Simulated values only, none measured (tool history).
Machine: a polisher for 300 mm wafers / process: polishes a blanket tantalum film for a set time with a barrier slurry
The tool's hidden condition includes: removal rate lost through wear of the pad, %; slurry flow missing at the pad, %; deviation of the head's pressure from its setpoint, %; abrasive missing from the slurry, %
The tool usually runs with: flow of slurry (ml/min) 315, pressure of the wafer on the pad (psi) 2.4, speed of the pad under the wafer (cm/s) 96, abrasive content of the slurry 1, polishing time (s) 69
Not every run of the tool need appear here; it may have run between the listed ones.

run,hour,flow of slurry (ml/min),pressure of the wafer on the pad (psi),speed of the pad under the wafer (cm/s),abrasive content of the slurry,polishing time (s),wafers since the last listed run,wafers polished on this pad,hours since the slurry nozzle was cleaned,hours since the head pressure was calibrated,hours since the slurry blender was calibrated,"incoming thickness of the incoming film, nm",film removed (nm)
1,0,315,2.4,96,1,69,0,2391,175.5,30.3,137.1,364.9,107.6
2,72.9,315,2.4,96,1,69,591,2983,248.4,103.2,210,364.4,106.9
# hour 89.5: worn pad replaced by a new one
3,137.8,315,2.4,96,1,69,494,391,313.3,168.1,274.9,368.6,103.9
# hour 192.5: slurry nozzle cleaned
# hour 236.4: slurry blender recalibrated
4,245.4,315,2.4,74,0.85,69,848,1240,52.9,275.7,9,372.7,83.7
5,351.9,315,2.4,96,1,69,864,2105,159.4,382.2,115.5,372.1,109.7
6,403.9,315,2.4,96,1,69,421,2527,211.4,434.2,167.5,370.4,108.3
7,450.2,315,2.4,96,1,69,375,2902,257.7,480.5,213.8,371,108.6
# hour 476.6: worn pad replaced by a new one
8,513.1,280,2.4,96,1,69,477,296,320.6,543.4,276.7,370.5,103.7
# hour 601.4: slurry nozzle cleaned
# hour 603.6: slurry blender recalibrated
9,761.7,280,2.4,96,1,69,1993,2289,160.3,792,158.1,366.5,107.7
10,821.4,315,2.4,96,1.15,69,484,2773,220,851.7,217.8,373.8,112.6
# hour 861: worn pad replaced by a new one
11,893.1,315,2.4,96,1,69,549,260,291.7,923.4,289.5,372.3,107
# hour 982.7: slurry blender recalibrated
12,1000.9,315,2.7,96,1,69,858,1118,399.5,1031.2,18.2,365.4,113.9
# hour 1043.5: slurry nozzle cleaned
13,1103,315,3.1,96,1,69,820,1939,59.5,1133.3,120.3,370.5,140.9
# hour 1189.1: head pressure recalibrated
14,1204.6,315,2.4,96,0.85,69,808,2747,161.1,15.5,221.9,374.9,97.6
# hour 1258.8: worn pad replaced by a new one
15,1281.7,315,3,82,1,69,593,185,238.2,92.6,299,367.3,117
# hour 1293.4: slurry blender recalibrated
16,1362.6,220,2.4,96,1,93,640,825,319.1,173.5,69.2,373,131.4
# hour 1424: slurry nozzle cleaned
17,1468.6,315,2.4,96,1,69,852,1678,44.6,279.5,175.2,362.3,107.7
# hour 1563: worn pad replaced by a new one
18,1563.5,215,2.1,96,0.75,86,737,4,139.5,374.4,270.1,377.5,93.2
# hour 1599.9: slurry blender recalibrated
19,1668.3,265,1.8,96,1.1,89,834,838,244.3,479.2,68.4,371,105.5
20,1735.3,315,2.4,96,1,69,543,1381,311.3,546.2,135.4,366.6,103.2
# hour 1782.9: slurry nozzle cleaned
21,1784.9,250,2.4,126,0.8,69,394,1776,2,595.8,185,373,119.2

Entry by entry between the runs, the difference in hidden state between the last listed run before and the first listed run after:
From run 2 to run 3: worn pad replaced by a new one (hour 89.5)
  slurry flow missing at the pad, %: 30 -> 36.5
  what was measured, less what the result would be without the hidden state, film removed (nm): -4.5 -> -6
From run 3 to run 4: slurry nozzle cleaned (hour 192.5); slurry blender recalibrated (hour 236.4)
  slurry flow missing at the pad, %: 36.5 -> 6.16
  what was measured, less what the result would be without the hidden state, film removed (nm): -6 -> -0.5
From run 7 to run 8: worn pad replaced by a new one (hour 476.6)
  slurry flow missing at the pad, %: 26.6 -> 32.9
  what was measured, less what the result would be without the hidden state, film removed (nm): -3.8 -> -5.7
From run 8 to run 9: slurry nozzle cleaned (hour 601.4); slurry blender recalibrated (hour 603.6)
  slurry flow missing at the pad, %: 32.9 -> 19.8
  what was measured, less what the result would be without the hidden state, film removed (nm): -5.7 -> -2.9
From run 10 to run 11: worn pad replaced by a new one (hour 861)
  slurry flow missing at the pad, %: 25.7 -> 32.9
  what was measured, less what the result would be without the hidden state, film removed (nm): -3.8 -> -5.2
From run 11 to run 12: slurry blender recalibrated (hour 982.7)
  slurry flow missing at the pad, %: 32.9 -> 43.7
  what was measured, less what the result would be without the hidden state, film removed (nm): -5.2 -> -9.2
From run 12 to run 13: slurry nozzle cleaned (hour 1043.5)
  slurry flow missing at the pad, %: 43.7 -> 8.29
  what was measured, less what the result would be without the hidden state, film removed (nm): -9.2 -> -1.2
From run 13 to run 14: head pressure recalibrated (hour 1189.1)
  slurry flow missing at the pad, %: 8.29 -> 18.4
  what was measured, less what the result would be without the hidden state, film removed (nm): -1.2 -> -2.1
From run 14 to run 15: worn pad replaced by a new one (hour 1258.8)
  slurry flow missing at the pad, %: 18.4 -> 26.1
  what was measured, less what the result would be without the hidden state, film removed (nm): -2.1 -> -4.1
From run 15 to run 16: slurry blender recalibrated (hour 1293.4)
  slurry flow missing at the pad, %: 26.1 -> 34.2
  what was measured, less what the result would be without the hidden state, film removed (nm): -4.1 -> -10.1
From run 16 to run 17: slurry nozzle cleaned (hour 1424)
  slurry flow missing at the pad, %: 34.2 -> 13.6
  what was measured, less what the result would be without the hidden state, film removed (nm): -10.1 -> -1.6
From run 17 to run 18: worn pad replaced by a new one (hour 1563)
  slurry flow missing at the pad, %: 13.6 -> 23.1
  what was measured, less what the result would be without the hidden state, film removed (nm): -1.6 -> -4.2
From run 18 to run 19: slurry blender recalibrated (hour 1599.9)
  slurry flow missing at the pad, %: 23.1 -> 33.5
  what was measured, less what the result would be without the hidden state, film removed (nm): -4.2 -> -6.4
From run 20 to run 21: slurry nozzle cleaned (hour 1782.9)
  slurry flow missing at the pad, %: 40.2 -> 1.76
  what was measured, less what the result would be without the hidden state, film removed (nm): -7.1 -> -0.3
